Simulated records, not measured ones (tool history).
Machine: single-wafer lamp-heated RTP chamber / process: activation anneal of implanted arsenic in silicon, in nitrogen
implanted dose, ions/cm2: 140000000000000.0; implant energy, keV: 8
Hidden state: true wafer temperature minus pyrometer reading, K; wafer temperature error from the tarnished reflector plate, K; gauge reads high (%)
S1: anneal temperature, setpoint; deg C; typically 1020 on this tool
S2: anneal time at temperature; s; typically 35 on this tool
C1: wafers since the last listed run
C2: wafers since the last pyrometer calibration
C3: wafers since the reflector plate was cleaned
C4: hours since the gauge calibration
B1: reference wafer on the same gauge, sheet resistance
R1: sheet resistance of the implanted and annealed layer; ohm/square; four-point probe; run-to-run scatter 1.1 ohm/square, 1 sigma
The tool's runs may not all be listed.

Run 1, day 0: usual settings but S1 1012 deg C, S2 42 s; C1 0; C2 318; C3 3925; C4 284.5; B1 669.78. Result: R1 586.54 ohm/square.
Run 2, day 1.658: usual settings but S1 998 deg C, S2 41 s; C1 371; C2 689; C3 4297; C4 324.3; B1 670.03. Result: R1 591.5 ohm/square.
Run 3, day 4.833: usual settings but S1 998 deg C, S2 41 s; C1 710; C2 1400; C3 5008; C4 400.5; B1 670.41. Result: R1 589.93 ohm/square.
Run 4, day 7.25: usual settings but S1 998 deg C, S2 41 s; C1 541; C2 1941; C3 5549; C4 458.5; B1 669.62. Result: R1 590.19 ohm/square.
At day 8.067: reflector plate cleaned.
Run 5, day 10.604: usual settings; C1 676; C2 2617; C3 567; C4 539; B1 670.28. Result: R1 582.46 ohm/square.
Run 6, day 12.404: usual settings; C1 403; C2 3021; C3 971; C4 582.2; B1 670.41. Result: R1 580.31 ohm/square.
Run 7, day 15.754: usual settings but S1 1031 deg C, S2 25 s; C1 750; C2 3771; C3 1721; C4 662.6; B1 669.85. Result: R1 581.92 ohm/square.
At day 19.133: pyrometer window cleaned and pyrometer calibrated.
Run 8, day 19.154: usual settings but S1 1031 deg C, S2 25 s; C1 686; C2 4; C3 2407; C4 744.2; B1 670.43. Result: R1 586.61 ohm/square.
Run 9, day 21.912: usual settings but S1 1031 deg C, S2 25 s; C1 617; C2 622; C3 3025; C4 810.4; B1 670.21. Result: R1 585.39 ohm/square.
Run 10, day 25.617: usual settings; C1 829; C2 1451; C3 3854; C4 899.3; B1 669.85. Result: R1 583.27 ohm/square.
Run 11, day 27.146: usual settings; C1 342; C2 1793; C3 4197; C4 936; B1 669.77. Result: R1 584.01 ohm/square.
Run 12, day 30.512: usual settings; C1 753; C2 2547; C3 4951; C4 1016.8; B1 669.63. Result: R1 583.75 ohm/square.
At day 34.033: reflector plate cleaned.
Run 13, day 34.6: usual settings; C1 840; C2 3388; C3 127; C4 1114.9; B1 669.91. Result: R1 582.27 ohm/square.
At day 36.204: pyrometer window cleaned and pyrometer calibrated.
Run 14, day 36.908: usual settings; C1 442; C2 157; C3 569; C4 1170.3; B1 669.85. Result: R1 585.49 ohm/square.
Run 15, day 38.971: usual settings but S2 25 s; C1 461; C2 619; C3 1031; C4 1219.8; B1 669.96. Result: R1 592.22 ohm/square.
Run 16, day 41.725: usual settings but S1 992 deg C; C1 616; C2 1235; C3 1648; C4 1285.9; B1 670.16. Result: R1 594.65 ohm/square.
Run 17, day 45.6: usual settings but S2 27 s; C1 867; C2 2103; C3 2515; C4 1378.9; B1 669.9. Result: R1 587.44 ohm/square.
Run 18, day 48.162: usual settings but S2 17 s; C1 573; C2 2677; C3 3089; C4 1440.4; B1 669.95. Result: R1 594.1 ohm/square.
Run 19, day 51.8: usual settings but S1 1048 deg C, S2 43 s; C1 814; C2 3491; C3 3904; C4 1527.7; B1 669.77. Result: R1 558.53 ohm/square.
At day 52.117: gauge calibrated.
At day 54.225: pyrometer window cleaned and pyrometer calibrated.
Run 20, day 55.738: usual settings but S1 1012 deg C, S2 56 s; C1 807; C2 338; C3 4711; C4 86.9; B1 670.09. Result: R1 579.74 ohm/square.
Run 21, day 58.954: usual settings but S1 1042 deg C, S2 16 s; C1 720; C2 1058; C3 5431; C4 164.1; B1 669.61. Result: R1 587.34 ohm/square.
Run 22, day 61.746: usual settings; C1 625; C2 1683; C3 6056; C4 231.1; B1 669.96. Result: R1 582.02 ohm/square.
Run 23, day 63.462: usual settings but S1 1029 deg C, S2 29 s; C1 384; C2 2068; C3 6441; C4 272.3; B1 669.81. Result: R1 581.57 ohm/square.
At day 64.412: reflector plate cleaned.
Run 24, day 67.129: usual settings but S1 1037 deg C, S2 25 s; C1 746; C2 2814; C3 607; C4 360.3; B1 670.47. Result: R1 578.48 ohm/square.
Run 25, day 69.996: usual settings but S1 1042 deg C, S2 16 s; C1 641; C2 3456; C3 1249; C4 429.1; B1 670.17. Result: R1 588.64 ohm/square.
At day 72.608: pyrometer window cleaned and pyrometer calibrated.
Run 26, day 73.792: usual settings but S1 1031 deg C, S2 29 s; C1 775; C2 265; C3 2025; C4 520.2; B1 669.56. Result: R1 585.64 ohm/square.
Run 27, day 86.642: usual settings but S1 1004 deg C, S2 29 s; C1 2877; C2 3142; C3 4902; C4 828.6; B1 670.09. Result: R1 590.32 ohm/square.
Run 28, day 88.158: usual settings but S2 28 s; C1 339; C2 3482; C3 5242; C4 865; B1 669.96. Result: R1 587.96 ohm/square.
Run 29, day 89.996: usual settings but S1 1007 deg C, S2 46 s; C1 411; C2 3893; C3 5653; C4 909.1; B1 670.48. Result: R1 581.83 ohm/square.
At day 91.725: pyrometer window cleaned and pyrometer calibrated.
At day 93.038: reflector plate cleaned.
Run 30, day 93.954: usual settings; C1 737; C2 424; C3 205; C4 1004.1; B1 670.02. Result: R1 584.37 ohm/square.

Pick out some run-to-run changes in R1. Of each, how much would a tool without hidden state show as well, from the settings, what came in and chance, and how much is left for the hidden state and any gauge scatter not in both results compared?
Run 7 -> 8: pyrometer window cleaned and pyrometer calibrated. R1 +4.69 ohm/square: hidden state +5.5, all else -0.81.
Run 18 -> 19: S1 1020 -> 1048, S2 17 -> 43. R1 -35.57 ohm/square: hidden state -5.17, all else -30.4.
Run 19 -> 20: S1 1048 -> 1012, S2 43 -> 56, gauge calibrated, pyrometer window cleaned and pyrometer calibrated. R1 +21.21 ohm/square: hidden state +6.5, all else +14.71.
Run 24 -> 25: S1 1037 -> 1042, S2 25 -> 16. R1 +10.16 ohm/square: hidden state +0.75, all else +9.41.

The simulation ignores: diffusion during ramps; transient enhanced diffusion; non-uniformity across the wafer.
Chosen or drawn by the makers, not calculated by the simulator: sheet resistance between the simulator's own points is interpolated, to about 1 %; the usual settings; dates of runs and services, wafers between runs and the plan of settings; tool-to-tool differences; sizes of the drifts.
